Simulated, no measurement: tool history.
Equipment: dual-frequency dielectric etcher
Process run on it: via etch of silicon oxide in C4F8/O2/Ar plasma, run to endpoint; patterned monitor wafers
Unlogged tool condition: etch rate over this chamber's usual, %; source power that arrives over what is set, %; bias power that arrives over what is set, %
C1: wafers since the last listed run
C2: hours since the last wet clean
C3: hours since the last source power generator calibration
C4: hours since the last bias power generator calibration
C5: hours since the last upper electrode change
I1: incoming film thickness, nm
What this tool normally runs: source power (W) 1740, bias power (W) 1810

run 1 hour=0.0 | source_power_(W)=1740 bias_power_(W)=1810 | C1=0 C2=542.6 C3=2810.5 C4=2890.0 C5=3796.5 | I1=1096.3 | endpoint_time_(s)=265.8
-- hour=10.3 wet clean of the chamber
run 2 hour=54.2 | source_power_(W)=1740 bias_power_(W)=1810 | C1=139 C2=43.9 C3=2864.7 C4=2944.2 C5=3850.7 | I1=1096.1 | endpoint_time_(s)=252.5
run 3 hour=105.3 | source_power_(W)=1740 bias_power_(W)=1946 | C1=161 C2=95.0 C3=2915.8 C4=2995.3 C5=3901.8 | I1=1092.2 | endpoint_time_(s)=245.2
run 4 hour=165.3 | source_power_(W)=1740 bias_power_(W)=1946 | C1=189 C2=155.0 C3=2975.8 C4=3055.3 C5=3961.8 | I1=1087.6 | endpoint_time_(s)=242.3
run 5 hour=218.0 | source_power_(W)=1740 bias_power_(W)=1946 | C1=166 C2=207.7 C3=3028.5 C4=3108.0 C5=4014.5 | I1=1093.0 | endpoint_time_(s)=246.8
run 6 hour=245.5 | source_power_(W)=1740 bias_power_(W)=1810 | C1=87 C2=235.2 C3=3056.0 C4=3135.5 C5=4042.0 | I1=1095.8 | endpoint_time_(s)=255.0
run 7 hour=294.3 | source_power_(W)=1740 bias_power_(W)=1810 | C1=154 C2=284.0 C3=3104.8 C4=3184.3 C5=4090.8 | I1=1080.7 | endpoint_time_(s)=255.2
-- hour=334.0 upper electrode replaced
run 8 hour=336.6 | source_power_(W)=1740 bias_power_(W)=1810 | C1=57 C2=326.3 C3=3147.1 C4=3226.6 C5=2.6 | I1=1086.2 | endpoint_time_(s)=256.6
-- hour=348.3 bias power generator calibrated
-- hour=374.0 source power generator calibrated
run 9 hour=387.2 | source_power_(W)=1740 bias_power_(W)=1810 | C1=134 C2=376.9 C3=13.2 C4=38.9 C5=53.2 | I1=1081.5 | endpoint_time_(s)=256.3
run 10 hour=413.1 | source_power_(W)=1740 bias_power_(W)=1810 | C1=81 C2=402.8 C3=39.1 C4=64.8 C5=79.1 | I1=1106.1 | endpoint_time_(s)=264.6
run 11 hour=454.1 | source_power_(W)=1740 bias_power_(W)=1810 | C1=129 C2=443.8 C3=80.1 C4=105.8 C5=120.1 | I1=1075.7 | endpoint_time_(s)=255.6
run 12 hour=524.0 | source_power_(W)=1740 bias_power_(W)=1810 | C1=221 C2=513.7 C3=150.0 C4=175.7 C5=190.0 | I1=1092.8 | endpoint_time_(s)=260.4
run 13 hour=583.2 | source_power_(W)=1740 bias_power_(W)=1810 | C1=187 C2=572.9 C3=209.2 C4=234.9 C5=249.2 | I1=1092.5 | endpoint_time_(s)=258.4
-- hour=615.8 wet clean of the chamber
run 14 hour=634.9 | source_power_(W)=1990 bias_power_(W)=1810 | C1=87 C2=19.1 C3=260.9 C4=286.6 C5=300.9 | I1=1090.3 | endpoint_time_(s)=240.6
run 15 hour=680.8 | source_power_(W)=1620 bias_power_(W)=1395 | C1=145 C2=65.0 C3=306.8 C4=332.5 C5=346.8 | I1=1097.6 | endpoint_time_(s)=292.7
run 16 hour=711.5 | source_power_(W)=1620 bias_power_(W)=1927 | C1=97 C2=95.7 C3=337.5 C4=363.2 C5=377.5 | I1=1075.7 | endpoint_time_(s)=248.2
run 17 hour=767.3 | source_power_(W)=2130 bias_power_(W)=2254 | C1=176 C2=151.5 C3=393.3 C4=419.0 C5=433.3 | I1=1099.6 | endpoint_time_(s)=217.3
run 18 hour=867.0 | source_power_(W)=1410 bias_power_(W)=2184 | C1=315 C2=251.2 C3=493.0 C4=518.7 C5=533.0 | I1=1100.3 | endpoint_time_(s)=254.5
run 19 hour=902.8 | source_power_(W)=2150 bias_power_(W)=1591 | C1=113 C2=287.0 C3=528.8 C4=554.5 C5=568.8 | I1=1092.6 | endpoint_time_(s)=251.7
run 20 hour=972.7 | source_power_(W)=1530 bias_power_(W)=2164 | C1=221 C2=356.9 C3=598.7 C4=624.4 C5=638.7 | I1=1086.3 | endpoint_time_(s)=247.3
run 21 hour=1009.8 | source_power_(W)=2090 bias_power_(W)=1509 | C1=117 C2=394.0 C3=635.8 C4=661.5 C5=675.8 | I1=1087.4 | endpoint_time_(s)=259.4

Predict each of these 3 candidate next runs independently; none follows another, all start after run 21:
run A hour=1010.3 | source_power_(W)=1740 bias_power_(W)=1810 | C1=1 C2=394.5 C3=636.3 C4=662.0 C5=676.3 | I1=1087.6 | endpoint_time_(s)=?
run B hour=1010.3 | source_power_(W)=1870 bias_power_(W)=2208 | C1=1 C2=394.5 C3=636.3 C4=662.0 C5=676.3 | I1=1087.6 | endpoint_time_(s)=?
run C hour=1010.3 | source_power_(W)=1450 bias_power_(W)=1547 | C1=1 C2=394.5 C3=636.3 C4=662.0 C5=676.3 | I1=1087.6 | endpoint_time_(s)=?

run=A endpoint_time_(s)=257.2
run=B endpoint_time_(s)=229.9
run=C endpoint_time_(s)=294.0
Had the tool no hidden state, the same runs would have come out as:
run=A endpoint_time_(s)=251.0
run=B endpoint_time_(s)=224.4
run=C endpoint_time_(s)=286.9
